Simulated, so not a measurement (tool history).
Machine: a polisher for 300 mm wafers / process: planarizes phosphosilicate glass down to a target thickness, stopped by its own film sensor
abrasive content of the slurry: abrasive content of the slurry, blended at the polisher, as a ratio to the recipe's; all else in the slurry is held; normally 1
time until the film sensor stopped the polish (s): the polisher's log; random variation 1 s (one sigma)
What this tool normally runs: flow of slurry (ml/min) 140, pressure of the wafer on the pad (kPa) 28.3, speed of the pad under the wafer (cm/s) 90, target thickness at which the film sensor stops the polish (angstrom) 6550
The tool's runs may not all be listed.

run     day  flow of slurry (ml/min)  pressure of the wafer on the pad (kPa)  speed of the pad under the wafer (cm/s)  abrasive content of the slurry  target thickness at which the film sensor stops the polish (angstrom)  incoming thickness of the incoming film, nm  time until the film sensor stopped the polish (s)
  1       0                      140                                    28.3                                       90                               1                                                                   6550                                         1433                                               92.7
  2   0.462                      140                                    28.3                                       90                               1                                                                   4530                                       1425.4                                              119.7
      0.554  -- slurry nozzle cleaned
      0.658  -- head pressure recalibrated
      0.704  -- worn pad replaced by a new one, repeated, since the last time left the tool worse
  3   1.062                      140                                    28.3                                       90                               1                                                                   4530                                         1442                                              105.6
  4   1.362                      140                                    28.3                                       90                               1                                                                   4530                                       1412.5                                              104.4
  5   1.658                      140                                    28.3                                       90                               1                                                                   6550                                       1414.3                                                 83
  6   2.267                      140                                    35.2                                       90                             0.9                                                                   6550                                       1450.6                                               75.9
  7   2.925                      140                                    28.3                                       90                               1                                                                   6550                                       1413.1                                                 83
      3.483  -- slurry blender recalibrated
  8   3.504                      140                                    28.3                                       90                               1                                                                   6550                                       1419.8                                               83.7
  9   3.983                      140                                    28.3                                       90                               1                                                                   6550                                       1427.7                                                 85
 10   4.425                      165                                    28.3                                       90                               1                                                                   7300                                       1427.4                                               75.4
 11   4.825                      140                                    28.3                                       90                               1                                                                   5250                                       1423.6                                                 97
 12   5.275                      140                                    28.3                                       90                               1                                                                   6550                                       1404.5                                               83.4
 13   5.862                      140                                    28.3                                       90                               1                                                                   4250                                       1424.2                                              111.8
 14   6.425                      125                                    28.3                                       90                            1.25                                                                   6550                                       1424.2                                               78.9
       6.65  -- worn pad replaced by a new one
 15   7.154                      140                                    28.3                                       60                               1                                                                   6550                                       1416.4                                                104
 16   7.762                      155                                    28.3                                       90                               1                                                                   6550                                       1424.8                                               80.8
 17   8.421                      140                                    28.3                                       90                               1                                                                   6550                                         1437                                               86.2
 18   8.971                      140                                    21.4                                       90                            0.75                                                                   4830                                       1409.2                                                164
 19    9.65                      140                                    28.3                                       90                               1                                                                   4530                                       1426.6                                                106
      9.996  -- slurry blender recalibrated
 20  10.312                      140                                    28.3                                      120                               1                                                                   5510                                       1440.9                                               82.2
 21  10.629                      180                                    37.2                                       90                               1                                                                   6550                                       1453.9                                               64.5
 22  10.958                      140                                    33.8                                      118                               1                                                                   5830                                       1422.1                                               65.9
 23  11.583                      140                                    28.3                                       90                               1                                                                   6550                                       1447.2                                               89.7
     12.038  -- worn pad replaced by a new one
 24  12.075                      140                                      31                                      100                            0.85                                                                   6550                                       1428.2                                               80.5
 25  12.408                      140                                    25.5                                       90                            1.25                                                                   4210                                       1421.6                                              103.3

Each row is a separate what-if for the run after 25, all from the same tool condition, not one after another. Results?
  A  12.429                      140                                    28.3                                       90                               1                                                                   6550                                       1436.9                                                  ?
  B  12.429                      140                                    28.3                                      120                               1                                                                   6550                                       1436.9                                                  ?
  C  12.429                      140                                    28.3                                       90                               1                                                                   8950                                       1436.9                                                  ?
  D  12.429                      140                                    28.3                                      100                            1.25                                                                   8730                                       1436.9                                                  ?
  E  12.429                      160                                    28.3                                      108                             0.7                                                                   8330                                       1436.9                                                  ?

run  time until the film sensor stopped the polish (s)
  A                                                 83
  B                                               69.3
  C                                               57.5
  D                                               49.4
  E                                               75.2
Had the tool no hidden state, the same runs would have come out as:
run  time until the film sensor stopped the polish (s)
  A                                               82.8
  B                                               69.1
  C                                               57.4
  D                                               49.2
  E                                                 75
